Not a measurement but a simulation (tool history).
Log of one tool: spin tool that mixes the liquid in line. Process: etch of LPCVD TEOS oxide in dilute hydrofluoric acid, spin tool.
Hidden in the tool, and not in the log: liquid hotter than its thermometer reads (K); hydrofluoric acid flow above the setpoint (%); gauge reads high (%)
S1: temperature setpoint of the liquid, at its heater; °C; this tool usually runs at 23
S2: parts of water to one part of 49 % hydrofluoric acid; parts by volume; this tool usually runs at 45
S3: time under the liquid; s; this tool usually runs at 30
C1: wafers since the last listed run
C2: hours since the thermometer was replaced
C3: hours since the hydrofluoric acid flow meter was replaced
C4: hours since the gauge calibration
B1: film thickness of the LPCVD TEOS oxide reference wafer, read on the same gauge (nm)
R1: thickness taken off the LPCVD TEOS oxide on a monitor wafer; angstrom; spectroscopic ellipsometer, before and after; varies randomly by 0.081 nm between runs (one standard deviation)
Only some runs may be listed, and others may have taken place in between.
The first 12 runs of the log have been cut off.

run,hour,S1,S2,S3,C1,C2,C3,C4,B1,R1
13,504.6,23,45,30,728,775.8,326.4,474.6,150.01,147.3
# hour 536.2: thermometer replaced
14,538.6,23,45,20,569,2.4,360.4,508.6,149.98,98.5
15,596.1,24.5,45,15,992,59.9,417.9,566.1,149.99,79.1
# hour 653.4: hydrofluoric acid flow meter replaced
16,665.6,23,65,25,1182,129.4,12.2,635.6,149.99,83
17,723.3,23,45,30,995,187.1,69.9,693.3,149.98,147.3
18,840.3,23,45,30,2019,304.1,186.9,810.3,150.01,147.9
19,872.3,21,45,30,552,336.1,218.9,842.3,150.03,135.6
20,930.8,23,55,30,1009,394.6,277.4,900.8,149.98,120.1
21,969.9,21.5,45,20,674,433.7,316.5,939.9,150,92.3
22,1014.7,23,25,30,773,478.5,361.3,984.7,150.01,274
23,1083,27.5,30,40,1178,546.8,429.6,1053,150.02,360
# hour 1136.2: hydrofluoric acid flow meter replaced
24,1138,23,45,30,932,601.8,1.8,1108,149.99,147.3
# hour 1157.6: gauge calibrated
25,1178.9,19.5,45,15,705,642.7,42.7,21.3,150.01,63.5
26,1218.7,23,45,30,686,682.5,82.5,61.1,150.01,147.8
27,1275.9,19,45,40,987,739.7,139.7,118.3,149.95,167.1
28,1306.7,23,35,30,531,770.5,170.5,149.1,150,190.3
# hour 1346.9: thermometer replaced
29,1367.6,21.5,35,15,1033,20.7,231.4,210,149.98,91
30,1404.3,25.5,45,40,633,57.4,268.1,246.7,149.99,220.2
31,1456.2,23,55,15,895,109.3,320,298.6,149.98,59.2
32,1505,18.5,45,30,842,158.1,368.8,347.4,150.02,122.1
33,1561.5,18.5,40,30,975,214.6,425.3,403.9,149.99,138.6
34,1627.3,23,40,35,1135,280.4,491.1,469.7,150,194.6

3 options for the next run, each taken on its own from the tool as it stands now. Forecast them:
A,1627.7,23,45,30,6,280.8,491.5,470.1,?,?
B,1627.7,26,45,30,6,280.8,491.5,470.1,?,?
C,1627.7,23,30,40,6,280.8,491.5,470.1,?,?

run,B1,R1
A,150.03,148.1
B,150.03,167.5
C,150.03,302
What these runs would have given with no unlogged condition in the tool:
run,R1
A,148.1
B,167.5
C,302
